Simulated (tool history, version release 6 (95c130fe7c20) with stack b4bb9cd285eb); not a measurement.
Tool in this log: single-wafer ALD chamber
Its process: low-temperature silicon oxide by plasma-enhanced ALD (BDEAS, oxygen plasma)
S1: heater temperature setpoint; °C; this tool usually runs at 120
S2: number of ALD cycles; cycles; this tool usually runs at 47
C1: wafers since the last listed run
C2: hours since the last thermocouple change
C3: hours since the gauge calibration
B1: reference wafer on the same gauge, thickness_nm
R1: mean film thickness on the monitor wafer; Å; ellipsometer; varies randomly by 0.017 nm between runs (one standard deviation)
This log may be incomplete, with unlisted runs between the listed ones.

{"run": 1, "day": 0.0, "S1": 120, "S2": 47, "C1": 0, "C2": 126.1, "C3": 1202.9, "B1": 5.634, "R1": 66.08}
{"run": 2, "day": 3.275, "S1": 120, "S2": 47, "C1": 368, "C2": 204.7, "C3": 1281.5, "B1": 5.631, "R1": 66.09}
{"run": 3, "day": 7.138, "S1": 120, "S2": 41, "C1": 434, "C2": 297.4, "C3": 1374.2, "B1": 5.632, "R1": 57.52}
{"run": 4, "day": 12.783, "S1": 120, "S2": 41, "C1": 635, "C2": 432.9, "C3": 1509.7, "B1": 5.632, "R1": 57.52}
{"run": 5, "day": 15.146, "S1": 120, "S2": 47, "C1": 265, "C2": 489.6, "C3": 1566.4, "B1": 5.633, "R1": 65.93}
{"run": 6, "day": 19.233, "S1": 120, "S2": 47, "C1": 459, "C2": 587.7, "C3": 1664.5, "B1": 5.627, "R1": 66.11}
{"run": 7, "day": 22.658, "S1": 120, "S2": 47, "C1": 385, "C2": 669.9, "C3": 1746.7, "B1": 5.625, "R1": 65.86}
{"run": 8, "day": 26.388, "S1": 120, "S2": 47, "C1": 419, "C2": 759.4, "C3": 1836.2, "B1": 5.632, "R1": 66.23}
{"run": 9, "day": 29.15, "S1": 120, "S2": 47, "C1": 310, "C2": 825.7, "C3": 1902.5, "B1": 5.63, "R1": 66.13}
{"run": 10, "day": 37.871, "S1": 120, "S2": 52, "C1": 981, "C2": 1035, "C3": 2111.8, "B1": 5.628, "R1": 73.21}
{"run": 11, "day": 41.792, "S1": 120, "S2": 52, "C1": 441, "C2": 1129.1, "C3": 2205.9, "B1": 5.629, "R1": 73.23}
{"run": 12, "day": 46.092, "S1": 120, "S2": 52, "C1": 483, "C2": 1232.3, "C3": 2309.1, "B1": 5.633, "R1": 72.8}
{"run": 13, "day": 48.979, "S1": 120, "S2": 47, "C1": 324, "C2": 1301.6, "C3": 2378.4, "B1": 5.629, "R1": 65.81}
{"run": 14, "day": 51.171, "S1": 120, "S2": 47, "C1": 246, "C2": 1354.2, "C3": 2431, "B1": 5.626, "R1": 66.43}
{"run": 15, "day": 53.225, "S1": 120, "S2": 42, "C1": 231, "C2": 1403.5, "C3": 2480.3, "B1": 5.63, "R1": 59.3}
{"run": 16, "day": 57.296, "S1": 120, "S2": 42, "C1": 458, "C2": 1501.2, "C3": 2578, "B1": 5.626, "R1": 59.13}
{"run": 17, "day": 59.325, "S1": 120, "S2": 47, "C1": 228, "C2": 1549.9, "C3": 2626.7, "B1": 5.63, "R1": 66.27}
{"run": 18, "day": 63.717, "S1": 120, "S2": 47, "C1": 494, "C2": 1655.3, "C3": 2732.1, "B1": 5.632, "R1": 66.28}
{"run": 19, "day": 65.758, "S1": 120, "S2": 47, "C1": 229, "C2": 1704.3, "C3": 2781.1, "B1": 5.634, "R1": 66.06}
{"run": 20, "day": 70.196, "S1": 120, "S2": 47, "C1": 499, "C2": 1810.8, "C3": 2887.6, "B1": 5.631, "R1": 66.32}
{"run": 21, "day": 72.042, "S1": 117, "S2": 49, "C1": 207, "C2": 1855.1, "C3": 2931.9, "B1": 5.629, "R1": 69.15}
{"run": 22, "day": 75.142, "S1": 117, "S2": 49, "C1": 348, "C2": 1929.5, "C3": 3006.3, "B1": 5.629, "R1": 69.59}
{"run": 23, "day": 77.367, "S1": 120, "S2": 47, "C1": 250, "C2": 1982.9, "C3": 3059.7, "B1": 5.628, "R1": 66.49}
{"run": 24, "day": 81.512, "S1": 120, "S2": 47, "C1": 466, "C2": 2082.4, "C3": 3159.2, "B1": 5.635, "R1": 66.56}
{"run": 25, "day": 85.133, "S1": 134, "S2": 54, "C1": 407, "C2": 2169.3, "C3": 3246.1, "B1": 5.626, "R1": 74.37}
{"run": 26, "day": 88.354, "S1": 120, "S2": 47, "C1": 362, "C2": 2246.6, "C3": 3323.4, "B1": 5.627, "R1": 66.5}
{"run": 27, "day": 90.117, "S1": 124, "S2": 51, "C1": 198, "C2": 2288.9, "C3": 3365.7, "B1": 5.634, "R1": 71.67}
{"day": 91.712, "done": "gauge calibrated"}
{"run": 28, "day": 92.367, "S1": 127, "S2": 44, "C1": 253, "C2": 2342.9, "C3": 15.7, "B1": 5.629, "R1": 61.45}
{"run": 29, "day": 96.808, "S1": 120, "S2": 47, "C1": 499, "C2": 2449.5, "C3": 122.3, "B1": 5.626, "R1": 66.42}
{"run": 30, "day": 101.258, "S1": 125, "S2": 47, "C1": 500, "C2": 2556.3, "C3": 229.1, "B1": 5.629, "R1": 66.09}
{"run": 31, "day": 105.112, "S1": 125, "S2": 52, "C1": 433, "C2": 2648.8, "C3": 321.6, "B1": 5.628, "R1": 73.21}
{"run": 32, "day": 109.062, "S1": 120, "S2": 47, "C1": 444, "C2": 2743.6, "C3": 416.4, "B1": 5.633, "R1": 66.47}
{"run": 33, "day": 111.008, "S1": 134, "S2": 40, "C1": 218, "C2": 2790.3, "C3": 463.1, "B1": 5.627, "R1": 55.34}
{"run": 34, "day": 114.642, "S1": 115, "S2": 53, "C1": 408, "C2": 2877.5, "C3": 550.3, "B1": 5.632, "R1": 75.6}
{"run": 35, "day": 117.712, "S1": 129, "S2": 56, "C1": 345, "C2": 2951.2, "C3": 624, "B1": 5.633, "R1": 78.16}
{"day": 119.929, "done": "thermocouple changed; heater temperature recalibrated"}
{"run": 36, "day": 121.167, "S1": 120, "S2": 51, "C1": 351, "C2": 29.7, "C3": 706.9, "B1": 5.632, "R1": 71.62}
{"run": 37, "day": 123.962, "S1": 120, "S2": 47, "C1": 314, "C2": 96.8, "C3": 774, "B1": 5.624, "R1": 65.87}
{"run": 38, "day": 128.058, "S1": 106, "S2": 47, "C1": 460, "C2": 195.1, "C3": 872.3, "B1": 5.633, "R1": 67.44}
{"run": 39, "day": 132.129, "S1": 125, "S2": 47, "C1": 458, "C2": 292.8, "C3": 970, "B1": 5.629, "R1": 65.57}
{"run": 40, "day": 134.912, "S1": 120, "S2": 47, "C1": 313, "C2": 359.6, "C3": 1036.8, "B1": 5.63, "R1": 66.18}
{"run": 41, "day": 137.217, "S1": 108, "S2": 39, "C1": 259, "C2": 414.9, "C3": 1092.1, "B1": 5.629, "R1": 55.76}
{"run": 42, "day": 141.383, "S1": 120, "S2": 50, "C1": 468, "C2": 514.9, "C3": 1192.1, "B1": 5.63, "R1": 70.03}

What does the tool deliver on the next run?
{"run": 43, "day": 144.817, "S1": 132, "S2": 50, "C1": 386, "C2": 597.3, "C3": 1274.5, "B1": "?", "R1": "?"}

{"run 43": {"B1": 5.632, "R1": 68.89}}
With the hidden condition absent and the run-to-run variation left alone, this run would have shown R1 68.96 Å.
